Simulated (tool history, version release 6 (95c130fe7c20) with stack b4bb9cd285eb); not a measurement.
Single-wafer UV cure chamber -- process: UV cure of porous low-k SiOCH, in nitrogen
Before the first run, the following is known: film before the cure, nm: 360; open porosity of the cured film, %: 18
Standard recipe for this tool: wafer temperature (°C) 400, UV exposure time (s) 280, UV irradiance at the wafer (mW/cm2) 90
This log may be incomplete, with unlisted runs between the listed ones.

run   hour  wafer temperature (°C)  UV exposure time (s)  UV irradiance at the wafer (mW/cm2)  wafers since the last listed run  hours since the UV bulbs were replaced  wafers since the quartz window was cleaned  loss of film thickness in the cure (%)
  1      0                     400                   280                                   90                                 0                                    2271                                         445                                  10.956
  2   10.7                     400                   280                                   90                                99                                  2281.7                                         544                                  10.895
  3   27.1                     400                   280                                   90                               151                                  2298.1                                         696                                  10.869
      50.3  -- quartz window cleaned
  4   50.8                     400                   280                                   90                               145                                  2321.8                                           4                                  11.332
  5     60                     400                   160                                   90                                85                                    2331                                          89                                   9.036
  6   66.2                     386                   280                                   90                                57                                  2337.2                                         147                                  10.999
  7   73.8                     386                   280                                   90                                70                                  2344.8                                         217                                  10.934
  8   90.5                     386                   280                                   90                               154                                  2361.5                                         372                                  10.937
  9  122.2                     400                   280                                   90                               293                                  2393.2                                         665                                  10.536
       137  -- quartz window cleaned
 10  138.7                     400                   280                                   90                                78                                  2409.7                                          15                                  11.386
 11  147.9                     400                   280                                   90                                85                                  2418.9                                         101                                  11.396
 12  158.8                     386                   280                                   90                               100                                  2429.8                                         202                                  10.901
 13  166.8                     409                   280                                   90                                74                                  2437.8                                         276                                  11.253
 14  178.1                     383                   170                                   90                               104                                  2449.1                                         380                                   8.661
     219.1  -- UV bulbs replaced
 15  219.6                     407                   280                                  113                               310                                     0.5                                         690                                  11.826
 16  222.3                     400                   280                                  113                                25                                     3.2                                         715                                  11.576
     230.5  -- quartz window cleaned
 17  237.8                     400                   395                                   90                                69                                    18.7                                          67                                  13.101
 18  252.5                     384                   280                                   90                               136                                    33.4                                         203                                  11.068
 19  263.4                     407                   225                                  109                               100                                    44.3                                         304                                  11.233
 20  302.5                     400                   280                                   58                               362                                    83.4                                         666                                   8.867
 21  318.8                     400                   280                                   90                               150                                    99.7                                         817                                  10.605

Run 22 has not been measured yet. What should we expect?
 22  324.9                     394                   280                                   61                                56                                   105.8                                         873                                       ?

loss of film thickness in the cure (%): 8.611
If the tool had no hidden condition, the same run with the same run-to-run variation would have returned loss of film thickness in the cure (%) 9.575.

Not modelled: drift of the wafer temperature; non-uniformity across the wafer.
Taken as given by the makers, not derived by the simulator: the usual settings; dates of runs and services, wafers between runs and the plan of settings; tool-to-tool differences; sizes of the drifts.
